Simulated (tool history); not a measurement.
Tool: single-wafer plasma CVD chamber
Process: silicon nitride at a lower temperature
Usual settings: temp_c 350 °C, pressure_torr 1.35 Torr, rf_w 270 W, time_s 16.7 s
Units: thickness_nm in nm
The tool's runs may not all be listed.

run	hour	temp_c	pressure_torr	rf_w	time_s	wafers since the last listed run	hours since the last thermocouple change	hours since the last RF generator calibration	hours since the last manometer calibration	hours since the showerhead was replaced	hours since the gauge calibration	read-back reference wafer on the same gauge, thickness_nm	thickness_nm
1	0	350	1.35	270	16.7	0	1289.1	2631.5	1865.7	7719.7	132.7	15.397	15.319
2	10.4	350	1.35	270	16.7	263	1299.5	2641.9	1876.1	7730.1	143.1	15.403	15.368
3	25.4	350	1.35	270	16.7	379	1314.5	2656.9	1891.1	7745.1	158.1	15.404	15.353
4	43	350	1.35	270	16.7	445	1332.1	2674.5	1908.7	7762.7	175.7	15.407	15.288
5	58.3	350	1.35	270	16.7	387	1347.4	2689.8	1924	7778	191	15.394	15.322
6	73.9	350	1.35	270	16.7	395	1363	2705.4	1939.6	7793.6	206.6	15.397	15.287
7	85.7	350	1.35	270	16.7	298	1374.8	2717.2	1951.4	7805.4	218.4	15.405	15.287
8	96.8	350	1.35	310	16.7	281	1385.9	2728.3	1962.5	7816.5	229.5	15.397	16.971
9	112.7	350	1.59	270	15.1	402	1401.8	2744.2	1978.4	7832.4	245.4	15.401	14.23
10	124.6	339	1.35	305	16.7	301	1413.7	2756.1	1990.3	7844.3	257.3	15.403	16.818
11	133.6	339	1.35	305	16.7	227	1422.7	2765.1	1999.3	7853.3	266.3	15.403	16.767
# hour 138.4: gauge calibrated
12	146.2	350	1.35	270	16.7	319	1435.3	2777.7	2011.9	7865.9	7.8	15.397	15.271
# hour 166.8: thermocouple changed; heater temperature recalibrated
13	167.3	350	1.35	270	16.7	331	0.5	2798.8	2033	7887	28.9	15.391	15.308
14	177	338	1.52	245	16.7	245	10.2	2808.5	2042.7	7896.7	38.6	15.405	14.527
# hour 196.8: RF generator calibrated
15	197.3	350	1.46	270	16.7	311	30.5	0.5	2063	7917	58.9	15.397	16.515
16	201.2	346	1.23	250	14.9	98	34.4	4.4	2066.9	7920.9	62.8	15.405	13.518
# hour 211: capacitance manometer re-zeroed and calibrated
17	215.8	337	1.35	295	15.1	167	49	19	4.8	7935.5	77.4	15.408	15.845
18	230	350	1.35	315	16.7	359	63.2	33.2	19	7949.7	91.6	15.396	18.273
19	240.2	335	1.55	225	19.2	258	73.4	43.4	29.2	7959.9	101.8	15.382	16.724
20	250	350	1.35	235	16.7	248	83.2	53.2	39	7969.7	111.6	15.394	14.69
21	266.4	350	1.35	295	16.7	415	99.6	69.6	55.4	7986.1	128	15.403	17.413
# hour 277.5: showerhead replaced
22	278	350	1.61	270	14.5	91	111.2	81.2	67	0.5	139.6	15.391	14.554
23	283.1	350	1.35	270	16.7	129	116.3	86.3	72.1	5.6	144.7	15.395	16.336
24	293.6	350	1.35	270	16.7	265	126.8	96.8	82.6	16.1	155.2	15.403	16.368
25	307.6	350	1.35	270	16.7	354	140.8	110.8	96.6	30.1	169.2	15.399	16.306
26	352.2	350	1.6	225	18	1129	185.4	155.4	141.2	74.7	213.8	15.395	15.67
27	363.3	357	1.35	270	19.7	281	196.5	166.5	152.3	85.8	224.9	15.4	19.17
28	372.3	350	1.47	245	15.8	227	205.5	175.5	161.3	94.8	233.9	15.409	14.47

Forecast each of these 5 alternatives for the next run:
A	372.7	350	1.35	270	16.7	10	205.9	175.9	161.7	95.2	234.3	?	?
B	372.7	361	1.51	230	19	10	205.9	175.9	161.7	95.2	234.3	?	?
C	372.7	350	1.35	270	19.8	10	205.9	175.9	161.7	95.2	234.3	?	?
D	372.7	357	1.12	305	16.7	10	205.9	175.9	161.7	95.2	234.3	?	?
E	372.7	359	1.53	240	14.2	10	205.9	175.9	161.7	95.2	234.3	?	?

run	read-back reference wafer on the same gauge, thickness_nm	thickness_nm
A	15.393	16.242
B	15.393	16.548
C	15.393	19.25
D	15.393	17.212
E	15.393	12.842
Without the tool's hidden state the same runs would have given:
run	thickness_nm
A	16.401
B	16.718
C	19.439
D	17.371
E	12.969

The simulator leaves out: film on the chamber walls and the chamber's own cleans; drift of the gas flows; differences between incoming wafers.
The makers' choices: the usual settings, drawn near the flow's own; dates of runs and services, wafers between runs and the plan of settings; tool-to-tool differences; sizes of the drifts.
